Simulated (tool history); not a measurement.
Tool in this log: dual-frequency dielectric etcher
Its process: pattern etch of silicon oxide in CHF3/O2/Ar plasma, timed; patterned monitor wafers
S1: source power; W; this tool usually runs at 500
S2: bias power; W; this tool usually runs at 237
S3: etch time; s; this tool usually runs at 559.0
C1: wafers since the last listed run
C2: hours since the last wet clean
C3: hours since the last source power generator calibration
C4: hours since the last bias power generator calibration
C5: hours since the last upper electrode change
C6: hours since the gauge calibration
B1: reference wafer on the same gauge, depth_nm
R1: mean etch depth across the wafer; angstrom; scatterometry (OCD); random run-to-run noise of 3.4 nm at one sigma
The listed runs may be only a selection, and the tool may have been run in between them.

run	hour	S1	S2	S3	C1	C2	C3	C4	C5	C6	B1	R1
1	0.0	500	237	559.0	0	211.9	1898.0	1789.8	2809.4	375.1	1050.5	11631
2	16.8	500	237	559.0	42	228.7	1914.8	1806.6	2826.2	391.9	1049.6	11713
3	27.9	500	237	559.0	27	239.8	1925.9	1817.7	2837.3	403.0	1050.2	11694
4	39.9	570	237	624.5	30	251.8	1937.9	1829.7	2849.3	415.0	1049.8	13621
5	57.6	500	237	559.0	44	269.5	1955.6	1847.4	2867.0	432.7	1050.1	11654
6	68.2	500	237	559.0	26	280.1	1966.2	1858.0	2877.6	443.3	1050.1	11675
7	84.3	500	200	559.0	40	296.2	1982.3	1874.1	2893.7	459.4	1050.1	11204
# hour 93.7: bias power generator calibrated
8	94.2	500	200	559.0	14	306.1	1992.2	0.5	2903.6	469.3	1050.0	11202
9	107.3	400	287	559.0	32	319.2	2005.3	13.6	2916.7	482.4	1049.5	11646
10	122.0	460	237	559.0	36	333.9	2020.0	28.3	2931.4	497.1	1050.2	11399
11	129.4	500	274	688.5	18	341.3	2027.4	35.7	2938.8	504.5	1049.7	15118
12	146.1	500	237	559.0	41	358.0	2044.1	52.4	2955.5	521.2	1050.4	11853
13	155.9	500	237	559.0	24	367.8	2053.9	62.2	2965.3	531.0	1049.6	11822
14	163.4	390	190	483.5	18	375.3	2061.4	69.7	2972.8	538.5	1050.1	8867
# hour 177.6: source power generator calibrated
15	178.9	430	291	721.5	28	390.8	1.3	85.2	2988.3	554.0	1050.6	15434
16	188.2	550	263	609.0	23	400.1	10.6	94.5	2997.6	563.3	1050.3	13764
17	205.5	500	199	559.0	43	417.4	27.9	111.8	3014.9	580.6	1050.4	11327
18	219.4	500	237	559.0	34	431.3	41.8	125.7	3028.8	594.5	1050.1	11802
# hour 245.5: wet clean of the chamber
# hour 256.1: gauge calibrated
# hour 268.0: upper electrode replaced
19	268.5	570	237	624.5	6	23.0	90.9	174.8	0.5	12.4	1050.5	13433
20	269.0	500	237	559.0	1	23.5	91.4	175.3	1.0	12.9	1050.2	11527
21	269.5	500	263	559.0	1	24.0	91.9	175.8	1.5	13.4	1050.0	11829
22	293.5	580	265	657.5	60	48.0	115.9	199.8	25.5	37.4	1050.2	14759
23	309.7	500	237	559.0	40	64.2	132.1	216.0	41.7	53.6	1049.8	11542
24	325.0	450	237	417.5	38	79.5	147.4	231.3	57.0	68.9	1050.5	8366
25	341.6	500	237	559.0	41	96.1	164.0	247.9	73.6	85.5	1050.6	11530
26	348.9	450	237	475.0	18	103.4	171.3	255.2	80.9	92.8	1050.0	9498
27	358.8	500	237	559.0	24	113.3	181.2	265.1	90.8	102.7	1050.5	11625
28	376.1	560	237	559.0	43	130.6	198.5	282.4	108.1	120.0	1050.1	12094
29	388.4	500	237	460.5	30	142.9	210.8	294.7	120.4	132.3	1050.6	9586

Entry by entry between the runs, the difference in hidden state between the last listed run before and the first listed run after:
After run 7, before run 8: bias power generator calibrated (hour 93.7)
  etch rate over this chamber's usual, %: 1.84 -> 1.93
  measured minus no-state result, R1: +202 -> +212 angstrom
After run 14, before run 15: source power generator calibrated (hour 177.6)
  etch rate over this chamber's usual, %: 2.58 -> 2.73
  measured minus no-state result, R1: +223 -> +410 angstrom
After run 18, before run 19: wet clean of the chamber (hour 245.5); gauge calibrated (hour 256.1); upper electrode replaced (hour 268.0)
  etch rate over this chamber's usual, %: 3.11 -> -0.175
  measured minus no-state result, R1: +356 -> -24 angstrom

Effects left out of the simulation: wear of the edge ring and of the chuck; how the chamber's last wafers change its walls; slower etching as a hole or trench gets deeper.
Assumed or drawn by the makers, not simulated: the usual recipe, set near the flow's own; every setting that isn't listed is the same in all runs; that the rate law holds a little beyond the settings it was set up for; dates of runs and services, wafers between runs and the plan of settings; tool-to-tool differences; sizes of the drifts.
